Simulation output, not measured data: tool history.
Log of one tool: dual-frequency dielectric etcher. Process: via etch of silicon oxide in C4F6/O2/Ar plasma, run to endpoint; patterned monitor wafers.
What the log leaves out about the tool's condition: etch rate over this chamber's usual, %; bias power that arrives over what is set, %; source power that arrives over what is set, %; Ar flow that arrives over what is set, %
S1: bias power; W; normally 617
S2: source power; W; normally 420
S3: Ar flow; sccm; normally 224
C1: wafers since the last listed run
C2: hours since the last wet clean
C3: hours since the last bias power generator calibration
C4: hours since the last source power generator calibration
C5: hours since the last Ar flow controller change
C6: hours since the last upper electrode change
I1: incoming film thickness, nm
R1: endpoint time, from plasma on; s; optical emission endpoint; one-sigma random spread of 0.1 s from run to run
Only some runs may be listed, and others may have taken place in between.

{"run": 1, "hour": 0.0, "S1": 617, "S2": 420, "S3": 224, "C1": 0, "C2": 292.4, "C3": 1681, "C4": 3782.9, "C5": 5294.3, "C6": 3775.8, "I1": 94.1, "R1": 16.9}
{"run": 2, "hour": 53.5, "S1": 617, "S2": 420, "S3": 224, "C1": 431, "C2": 345.9, "C3": 1734.5, "C4": 3836.4, "C5": 5347.8, "C6": 3829.3, "I1": 94.4, "R1": 16.8}
{"run": 3, "hour": 150.8, "S1": 617, "S2": 420, "S3": 257, "C1": 785, "C2": 443.2, "C3": 1831.8, "C4": 3933.7, "C5": 5445.1, "C6": 3926.6, "I1": 94.3, "R1": 16.8}
{"run": 4, "hour": 206.5, "S1": 617, "S2": 420, "S3": 224, "C1": 449, "C2": 498.9, "C3": 1887.5, "C4": 3989.4, "C5": 5500.8, "C6": 3982.3, "I1": 94.9, "R1": 17}
{"hour": 236.2, "done": "wet clean of the chamber"}
{"run": 5, "hour": 276.3, "S1": 617, "S2": 420, "S3": 224, "C1": 369, "C2": 40.1, "C3": 1957.3, "C4": 4059.2, "C5": 5570.6, "C6": 4052.1, "I1": 95.1, "R1": 17.1}
{"run": 6, "hour": 324.8, "S1": 617, "S2": 420, "S3": 224, "C1": 391, "C2": 88.6, "C3": 2005.8, "C4": 4107.7, "C5": 5619.1, "C6": 4100.6, "I1": 95.3, "R1": 17.1}
{"run": 7, "hour": 383.2, "S1": 539, "S2": 420, "S3": 224, "C1": 471, "C2": 147, "C3": 2064.2, "C4": 4166.1, "C5": 5677.5, "C6": 4159, "I1": 93.4, "R1": 17.7}
{"run": 8, "hour": 431.5, "S1": 539, "S2": 420, "S3": 224, "C1": 389, "C2": 195.3, "C3": 2112.5, "C4": 4214.4, "C5": 5725.8, "C6": 4207.3, "I1": 93.6, "R1": 17.7}
{"run": 9, "hour": 499.8, "S1": 539, "S2": 420, "S3": 224, "C1": 551, "C2": 263.6, "C3": 2180.8, "C4": 4282.7, "C5": 5794.1, "C6": 4275.6, "I1": 94.5, "R1": 17.9}
{"run": 10, "hour": 604.6, "S1": 617, "S2": 420, "S3": 224, "C1": 845, "C2": 368.4, "C3": 2285.6, "C4": 4387.5, "C5": 5898.9, "C6": 4380.4, "I1": 94.8, "R1": 17}
{"hour": 628.1, "done": "source power generator calibrated"}
{"run": 11, "hour": 644.4, "S1": 617, "S2": 420, "S3": 224, "C1": 288, "C2": 408.2, "C3": 2325.4, "C4": 16.3, "C5": 5938.7, "C6": 4420.2, "I1": 93.9, "R1": 16.7}
{"hour": 686.5, "done": "wet clean of the chamber"}
{"run": 12, "hour": 732.5, "S1": 617, "S2": 420, "S3": 224, "C1": 517, "C2": 46, "C3": 2413.5, "C4": 104.4, "C5": 6026.8, "C6": 4508.3, "I1": 95.1, "R1": 17.1}
{"run": 13, "hour": 778.9, "S1": 617, "S2": 420, "S3": 224, "C1": 374, "C2": 92.4, "C3": 2459.9, "C4": 150.8, "C5": 6073.2, "C6": 4554.7, "I1": 93.3, "R1": 16.5}
{"hour": 802.9, "done": "bias power generator calibrated"}
{"hour": 815.2, "done": "upper electrode replaced"}
{"run": 14, "hour": 866.7, "S1": 680, "S2": 370, "S3": 269, "C1": 577, "C2": 180.2, "C3": 63.8, "C4": 238.6, "C5": 6161, "C6": 51.5, "I1": 92.9, "R1": 17.1}
{"run": 15, "hour": 907.5, "S1": 617, "S2": 350, "S3": 203, "C1": 329, "C2": 221, "C3": 104.6, "C4": 279.4, "C5": 6201.8, "C6": 92.3, "I1": 94.4, "R1": 18}
{"run": 16, "hour": 978.9, "S1": 617, "S2": 420, "S3": 224, "C1": 576, "C2": 292.4, "C3": 176, "C4": 350.8, "C5": 6273.2, "C6": 163.7, "I1": 93.7, "R1": 16.6}
{"hour": 1030.7, "done": "Ar flow controller replaced"}
{"run": 17, "hour": 1086.2, "S1": 617, "S2": 500, "S3": 205, "C1": 817, "C2": 399.7, "C3": 283.3, "C4": 458.1, "C5": 55.5, "C6": 271, "I1": 93.9, "R1": 15.6}
{"hour": 1121.5, "done": "wet clean of the chamber"}
{"run": 18, "hour": 1152.1, "S1": 617, "S2": 420, "S3": 224, "C1": 338, "C2": 30.6, "C3": 349.2, "C4": 524, "C5": 121.4, "C6": 336.9, "I1": 93.8, "R1": 16.7}
{"run": 19, "hour": 1407.0, "S1": 617, "S2": 420, "S3": 224, "C1": 2057, "C2": 285.5, "C3": 604.1, "C4": 778.9, "C5": 376.3, "C6": 591.8, "I1": 94.1, "R1": 16.8}
{"run": 20, "hour": 1458.9, "S1": 617, "S2": 320, "S3": 224, "C1": 418, "C2": 337.4, "C3": 656, "C4": 830.8, "C5": 428.2, "C6": 643.7, "I1": 94.7, "R1": 19.1}
{"run": 21, "hour": 1504.8, "S1": 617, "S2": 420, "S3": 243, "C1": 370, "C2": 383.3, "C3": 701.9, "C4": 876.7, "C5": 474.1, "C6": 689.6, "I1": 94.6, "R1": 17}
{"run": 22, "hour": 1549.7, "S1": 617, "S2": 420, "S3": 224, "C1": 362, "C2": 428.2, "C3": 746.8, "C4": 921.6, "C5": 519, "C6": 734.5, "I1": 93.6, "R1": 16.7}
{"hour": 1576.3, "done": "wet clean of the chamber"}
{"run": 23, "hour": 1626.8, "S1": 562, "S2": 360, "S3": 172, "C1": 428, "C2": 50.5, "C3": 823.9, "C4": 998.7, "C5": 596.1, "C6": 811.6, "I1": 95.3, "R1": 18.6}
{"run": 24, "hour": 1691.1, "S1": 766, "S2": 340, "S3": 243, "C1": 518, "C2": 114.8, "C3": 888.2, "C4": 1063, "C5": 660.4, "C6": 875.9, "I1": 95, "R1": 16.9}
{"run": 25, "hour": 1739.7, "S1": 617, "S2": 420, "S3": 224, "C1": 392, "C2": 163.4, "C3": 936.8, "C4": 1111.6, "C5": 709, "C6": 924.5, "I1": 95.3, "R1": 17}
{"run": 26, "hour": 1788.6, "S1": 617, "S2": 420, "S3": 224, "C1": 394, "C2": 212.3, "C3": 985.7, "C4": 1160.5, "C5": 757.9, "C6": 973.4, "I1": 93.7, "R1": 16.6}
{"run": 27, "hour": 1834.0, "S1": 682, "S2": 350, "S3": 198, "C1": 366, "C2": 257.7, "C3": 1031.1, "C4": 1205.9, "C5": 803.3, "C6": 1018.8, "I1": 94.4, "R1": 17.2}
{"run": 28, "hour": 2050.0, "S1": 617, "S2": 450, "S3": 279, "C1": 1743, "C2": 473.7, "C3": 1247.1, "C4": 1421.9, "C5": 1019.3, "C6": 1234.8, "I1": 94.4, "R1": 16.7}
{"hour": 2132.1, "done": "wet clean of the chamber"}
{"run": 29, "hour": 2186.6, "S1": 617, "S2": 420, "S3": 224, "C1": 908, "C2": 54.5, "C3": 1383.7, "C4": 1558.5, "C5": 1155.9, "C6": 1371.4, "I1": 94.6, "R1": 16.6}
{"run": 30, "hour": 2275.2, "S1": 617, "S2": 340, "S3": 187, "C1": 715, "C2": 143.1, "C3": 1472.3, "C4": 1647.1, "C5": 1244.5, "C6": 1460, "I1": 95.2, "R1": 18.5}

Across each entry between runs, compare the hidden state at the last listed run before it with the hidden state at the first listed run after it:
From run 4 to run 5: wet clean of the chamber (hour 236.2)
  no difference in the tool's unlogged condition between these two runs
From run 10 to run 11: source power generator calibrated (hour 628.1)
  no difference in the tool's unlogged condition between these two runs
From run 11 to run 12: wet clean of the chamber (hour 686.5)
  no difference in the tool's unlogged condition between these two runs
From run 13 to run 14: bias power generator calibrated (hour 802.9); upper electrode replaced (hour 815.2)
  no difference in the tool's unlogged condition between these two runs
From run 16 to run 17: Ar flow controller replaced (hour 1030.7)
  no difference in the tool's unlogged condition between these two runs
From run 17 to run 18: wet clean of the chamber (hour 1121.5)
  no difference in the tool's unlogged condition between these two runs
From run 22 to run 23: wet clean of the chamber (hour 1576.3)
  no difference in the tool's unlogged condition between these two runs
From run 28 to run 29: wet clean of the chamber (hour 2132.1)
  no difference in the tool's unlogged condition between these two runs
